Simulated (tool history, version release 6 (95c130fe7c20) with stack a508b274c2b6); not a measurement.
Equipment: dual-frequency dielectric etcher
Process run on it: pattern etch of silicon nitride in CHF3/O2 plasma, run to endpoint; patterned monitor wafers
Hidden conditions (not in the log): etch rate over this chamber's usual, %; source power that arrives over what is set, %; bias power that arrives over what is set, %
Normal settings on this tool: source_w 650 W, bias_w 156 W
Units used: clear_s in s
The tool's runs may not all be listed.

run,hour,source_w,bias_w,wafers since the last listed run,hours since the last wet clean,hours since the last source power generator calibration,hours since the last bias power generator calibration,hours since the last upper electrode change,"incoming incoming film thickness, nm",clear_s
1,0.0,650,145,0,555.2,2776.3,4358.7,1868.3,93.5,66.1
2,32.1,650,145,452,587.3,2808.4,4390.8,1900.4,93.4,65.6
3,58.5,650,145,371,613.7,2834.8,4417.2,1926.8,93.9,66.4
# hour 83.0: wet clean of the chamber
4,84.2,710,156,23,1.2,2860.5,4442.9,1952.5,93.7,64.5
5,148.2,710,156,901,65.2,2924.5,4506.9,2016.5,94.4,64.5
6,176.0,650,140,391,93.0,2952.3,4534.7,2044.3,93.2,69.1
7,200.8,650,140,349,117.8,2977.1,4559.5,2069.1,94.0,68.8
8,225.8,650,140,352,142.8,3002.1,4584.5,2094.1,94.3,69.7
9,271.4,650,156,642,188.4,3047.7,4630.1,2139.7,93.2,66.0
10,295.6,650,156,340,212.6,3071.9,4654.3,2163.9,93.5,65.5
11,320.0,650,156,343,237.0,3096.3,4678.7,2188.3,93.4,65.1
12,366.2,650,156,650,283.2,3142.5,4724.9,2234.5,94.3,67.2
13,417.4,650,156,721,334.4,3193.7,4776.1,2285.7,93.6,65.7
14,469.4,650,136,732,386.4,3245.7,4828.1,2337.7,93.1,69.7
15,533.6,650,136,904,450.6,3309.9,4892.3,2401.9,93.5,68.4
# hour 574.2: bias power generator calibrated
16,574.7,650,136,522,491.7,3351.0,0.5,2443.0,93.0,68.0
17,618.0,770,174,610,535.0,3394.3,43.8,2486.3,94.4,57.7
# hour 661.0: wet clean of the chamber
18,661.5,590,171,274,0.5,3437.8,87.3,2529.8,93.7,69.3
19,689.6,650,136,395,28.6,3465.9,115.4,2557.9,93.0,70.8
20,734.6,750,141,634,73.6,3510.9,160.4,2602.9,93.6,64.8
# hour 764.6: upper electrode replaced
21,800.6,650,156,591,139.6,3576.9,226.4,36.0,94.8,66.4
# hour 834.1: source power generator calibrated
22,863.5,510,121,829,202.5,29.4,289.3,98.9,94.2,83.6
23,888.9,570,169,357,227.9,54.8,314.7,124.3,93.2,68.1
24,923.7,780,168,490,262.7,89.6,349.5,159.1,94.0,59.3
25,956.4,650,156,460,295.4,122.3,382.2,191.8,93.7,65.4
26,1021.3,770,119,914,360.3,187.2,447.1,256.7,93.1,66.8
27,1067.6,650,156,652,406.6,233.5,493.4,303.0,93.1,65.6
28,1137.0,650,156,977,476.0,302.9,562.8,372.4,93.0,64.0
29,1180.5,760,194,612,519.5,346.4,606.3,415.9,93.5,56.3
30,1219.2,580,139,545,558.2,385.1,645.0,454.6,93.1,71.4
31,1257.9,650,156,545,596.9,423.8,683.7,493.3,93.7,64.8
# hour 1350.9: wet clean of the chamber
32,1404.5,700,127,1727,53.6,570.4,830.3,639.9,94.0,70.1
33,1484.0,720,191,1120,133.1,649.9,909.8,719.4,94.3,58.5
34,1539.7,790,156,784,188.8,705.6,965.5,775.1,93.1,58.5

Some steps in clear_s between neighbouring runs. How much of each would the tool show without its hidden state too (settings, what came in, random variation), and how much is left for the hidden state, with any gauge scatter that isn't in both results?
Run 3 -> 4: source_w 650 -> 710, bias_w 145 -> 156, wet clean of the chamber. clear_s -1.9 s: hidden state +2.9, all else -4.8.
Run 17 -> 18: source_w 770 -> 590, bias_w 174 -> 171, wet clean of the chamber. clear_s +11.6 s: hidden state +2.5, all else +9.1.
Run 21 -> 22: source_w 650 -> 510, bias_w 156 -> 121, source power generator calibrated. clear_s +17.2 s: hidden state -0.5, all else +17.7.
Run 22 -> 23: source_w 510 -> 570, bias_w 121 -> 169. clear_s -15.5 s: hidden state +0.1, all else -15.6.
Run 29 -> 30: source_w 760 -> 580, bias_w 194 -> 139. clear_s +15.1 s: hidden state -0.8, all else +15.9.
Run 31 -> 32: source_w 650 -> 700, bias_w 156 -> 127, wet clean of the chamber. clear_s +5.3 s: hidden state +2.4, all else +2.9.
